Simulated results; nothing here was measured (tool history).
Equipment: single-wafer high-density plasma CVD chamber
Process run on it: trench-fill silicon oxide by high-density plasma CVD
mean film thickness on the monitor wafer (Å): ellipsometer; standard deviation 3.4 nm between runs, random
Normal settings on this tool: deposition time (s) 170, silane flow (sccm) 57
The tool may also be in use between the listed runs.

run	hour	deposition time (s)	silane flow (sccm)	wafers since the last listed run	hours since the silane flow controller was replaced	hours since the gauge calibration	read-back reference wafer on the same gauge, thickness_nm	mean film thickness on the monitor wafer (Å)
1	0.0	170	57	0	2210.1	748.5	759.017	9085.02
2	36.2	170	57	408	2246.3	784.7	759.031	9081.88
3	76.7	170	63	456	2286.8	825.2	758.575	10046.21
4	143.6	170	63	754	2353.7	892.1	759.299	10069.29
5	210.0	170	63	748	2420.1	958.5	759.287	9999.78
6	259.3	170	57	555	2469.4	1007.8	759.262	9047.06
7	320.9	170	57	694	2531.0	1069.4	759.019	9065.00
8	386.3	170	57	737	2596.4	1134.8	757.860	9099.31
9	449.4	151	61	711	2659.5	1197.9	759.911	8600.87
10	485.7	151	61	409	2695.8	1234.2	759.480	8566.68
11	519.2	151	61	377	2729.3	1267.7	758.406	8618.12
12	577.2	170	57	654	2787.3	1325.7	758.601	9065.82
13	634.9	170	57	650	2845.0	1383.4	759.022	9085.43
14	680.2	194	50	510	2890.3	1428.7	760.116	9053.54
15	730.6	194	50	568	2940.7	1479.1	759.865	9108.13
16	800.2	194	50	784	3010.3	1548.7	758.334	9130.77
17	826.5	170	57	296	3036.6	1575.0	759.834	9067.75
18	870.0	170	57	490	3080.1	1618.5	758.825	9067.47
19	914.4	170	57	500	3124.5	1662.9	759.042	9051.26
20	946.5	170	57	361	3156.6	1695.0	758.805	9099.63
21	991.1	170	57	502	3201.2	1739.6	757.654	9032.34
# hour 1004.4: gauge calibrated
22	1018.8	170	51	312	3228.9	14.4	758.752	8092.23
23	1085.9	191	65	756	3296.0	81.5	758.620	11574.76
24	1156.7	170	57	798	3366.8	152.3	758.440	9062.59
25	1303.6	170	57	1656	3513.7	299.2	757.734	9061.06
# hour 1342.3: silane flow controller replaced
26	1342.8	180	50	351	0.5	338.4	759.605	8686.73
27	1365.9	170	57	260	23.6	361.5	758.548	9369.08
28	1401.6	182	46	402	59.3	397.2	758.160	8101.52
29	1460.1	145	63	659	117.8	455.7	759.304	8796.50
30	1525.6	170	57	738	183.3	521.2	758.856	9298.68
31	1590.9	146	54	736	248.6	586.5	757.539	7537.68
32	1640.0	188	61	553	297.7	635.6	759.951	10990.09
33	1691.1	148	64	576	348.8	686.7	758.177	9042.09
34	1757.4	179	64	747	415.1	753.0	759.932	10982.48
35	1807.1	170	57	560	464.8	802.7	758.077	9275.30
36	1848.2	160	52	463	505.9	843.8	759.750	7946.15
37	1893.9	142	60	515	551.6	889.5	758.954	8150.59
38	1952.4	139	53	659	610.1	948.0	759.614	7007.36
39	1983.6	188	61	351	641.3	979.2	758.498	10914.66
40	2048.2	151	63	728	705.9	1043.8	760.080	9078.65
41	2114.5	203	51	747	772.2	1110.1	758.615	9839.77
42	2148.2	139	50	380	805.9	1143.8	759.906	6593.48
43	2329.6	188	61	2045	987.3	1325.2	758.999	10841.99
44	2393.0	202	68	714	1050.7	1388.6	758.106	13062.14

4 ways to go on from here, each from the tool as it stands after run 44. What would each give?
A	2393.4	170	57	4	1051.1	1389.0	?	?
B	2393.4	170	46	4	1051.1	1389.0	?	?
C	2393.4	159	64	4	1051.1	1389.0	?	?
D	2393.4	183	48	4	1051.1	1389.0	?	?

run	read-back reference wafer on the same gauge, thickness_nm	mean film thickness on the monitor wafer (Å)
A	759.154	9165.69
B	759.154	7411.65
C	759.154	9616.60
D	759.154	8321.73
What these runs would have given with no unlogged condition in the tool:
run	mean film thickness on the monitor wafer (Å)
A	9396.41
B	7598.22
C	9858.67
D	8531.21
